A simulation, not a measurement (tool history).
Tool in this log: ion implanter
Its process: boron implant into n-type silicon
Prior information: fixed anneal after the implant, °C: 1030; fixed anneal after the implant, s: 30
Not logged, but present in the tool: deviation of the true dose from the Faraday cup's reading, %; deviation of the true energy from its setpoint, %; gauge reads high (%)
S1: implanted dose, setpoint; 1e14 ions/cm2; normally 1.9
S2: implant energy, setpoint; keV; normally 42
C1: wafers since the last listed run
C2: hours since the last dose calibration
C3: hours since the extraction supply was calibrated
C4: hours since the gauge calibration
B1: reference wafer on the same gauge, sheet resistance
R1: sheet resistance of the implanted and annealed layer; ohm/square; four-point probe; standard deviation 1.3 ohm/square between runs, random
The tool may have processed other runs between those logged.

{"run": 1, "hour": 0.0, "S1": 1.9, "S2": 51.5, "C1": 0, "C2": 424.1, "C3": 5166.8, "C4": 231.5, "B1": 508.09, "R1": 412.62}
{"run": 2, "hour": 36.5, "S1": 1.9, "S2": 51.5, "C1": 727, "C2": 460.6, "C3": 5203.3, "C4": 268, "B1": 507.98, "R1": 414.42}
{"run": 3, "hour": 107.6, "S1": 1.9, "S2": 51.5, "C1": 1417, "C2": 531.7, "C3": 5274.4, "C4": 339.1, "B1": 507.78, "R1": 412.24}
{"run": 4, "hour": 167.2, "S1": 1.9, "S2": 50, "C1": 1188, "C2": 591.3, "C3": 5334, "C4": 398.7, "B1": 508.2, "R1": 413.51}
{"run": 5, "hour": 237.8, "S1": 1.9, "S2": 42, "C1": 1407, "C2": 661.9, "C3": 5404.6, "C4": 469.3, "B1": 508.01, "R1": 423.74}
{"run": 6, "hour": 267.9, "S1": 1.9, "S2": 42, "C1": 600, "C2": 692, "C3": 5434.7, "C4": 499.4, "B1": 507.36, "R1": 422.31}
{"run": 7, "hour": 304.0, "S1": 2.2, "S2": 42, "C1": 719, "C2": 728.1, "C3": 5470.8, "C4": 535.5, "B1": 508.27, "R1": 378.57}
{"run": 8, "hour": 350.8, "S1": 2.2, "S2": 42, "C1": 933, "C2": 774.9, "C3": 5517.6, "C4": 582.3, "B1": 508.15, "R1": 378.13}
{"hour": 375.9, "done": "extraction supply calibrated"}
{"run": 9, "hour": 379.4, "S1": 1.9, "S2": 42, "C1": 410, "C2": 803.5, "C3": 3.5, "C4": 610.9, "B1": 508.42, "R1": 418.98}
{"hour": 440.7, "done": "Faraday cup replaced and dose calibrated"}
{"run": 10, "hour": 441.2, "S1": 1.9, "S2": 42, "C1": 1072, "C2": 0.5, "C3": 65.3, "C4": 672.7, "B1": 507.26, "R1": 441.13}
{"run": 11, "hour": 475.2, "S1": 1.41, "S2": 46.5, "C1": 677, "C2": 34.5, "C3": 99.3, "C4": 706.7, "B1": 508.25, "R1": 538.78}
{"run": 12, "hour": 507.3, "S1": 2.08, "S2": 51, "C1": 640, "C2": 66.6, "C3": 131.4, "C4": 738.8, "B1": 507.65, "R1": 400.52}
{"hour": 514.5, "done": "gauge calibrated"}
{"run": 13, "hour": 535.7, "S1": 1.9, "S2": 42, "C1": 566, "C2": 95, "C3": 159.8, "C4": 21.2, "B1": 507.63, "R1": 439.66}
{"hour": 566.8, "done": "Faraday cup replaced and dose calibrated, repeated, since the last time left the tool worse"}
{"run": 14, "hour": 575.3, "S1": 1.7, "S2": 32, "C1": 630, "C2": 8.5, "C3": 199.4, "C4": 60.8, "B1": 507.1, "R1": 484.59}
{"run": 15, "hour": 618.2, "S1": 1.63, "S2": 56.5, "C1": 855, "C2": 51.4, "C3": 242.3, "C4": 103.7, "B1": 508.05, "R1": 458.44}
{"run": 16, "hour": 677.3, "S1": 1.5, "S2": 55.5, "C1": 1178, "C2": 110.5, "C3": 301.4, "C4": 162.8, "B1": 508.06, "R1": 489.35}
{"run": 17, "hour": 744.8, "S1": 1.9, "S2": 42, "C1": 1346, "C2": 178, "C3": 368.9, "C4": 230.3, "B1": 508.27, "R1": 428.21}
{"run": 18, "hour": 779.8, "S1": 1.72, "S2": 31.5, "C1": 697, "C2": 213, "C3": 403.9, "C4": 265.3, "B1": 507.37, "R1": 478.99}
{"run": 19, "hour": 831.7, "S1": 1.36, "S2": 49, "C1": 1034, "C2": 264.9, "C3": 455.8, "C4": 317.2, "B1": 508.04, "R1": 533.07}

Forecast each of these 3 alternatives for the next run:
{"run": "A", "hour": 832.1, "S1": 1.9, "S2": 42, "C1": 7, "C2": 265.3, "C3": 456.2, "C4": 317.6, "B1": "?", "R1": "?"}
{"run": "B", "hour": 832.1, "S1": 1.42, "S2": 45.5, "C1": 7, "C2": 265.3, "C3": 456.2, "C4": 317.6, "B1": "?", "R1": "?"}
{"run": "C", "hour": 832.1, "S1": 1.51, "S2": 47, "C1": 7, "C2": 265.3, "C3": 456.2, "C4": 317.6, "B1": "?", "R1": "?"}

run=A B1=508.18 R1=429.55
run=B B1=508.18 R1=526.13
run=C B1=508.18 R1=500.53
The same runs, with their run-to-run variation unchanged, on a tool lacking any hidden condition would have given:
run=A R1=429.39
run=B R1=525.94
run=C R1=500.35
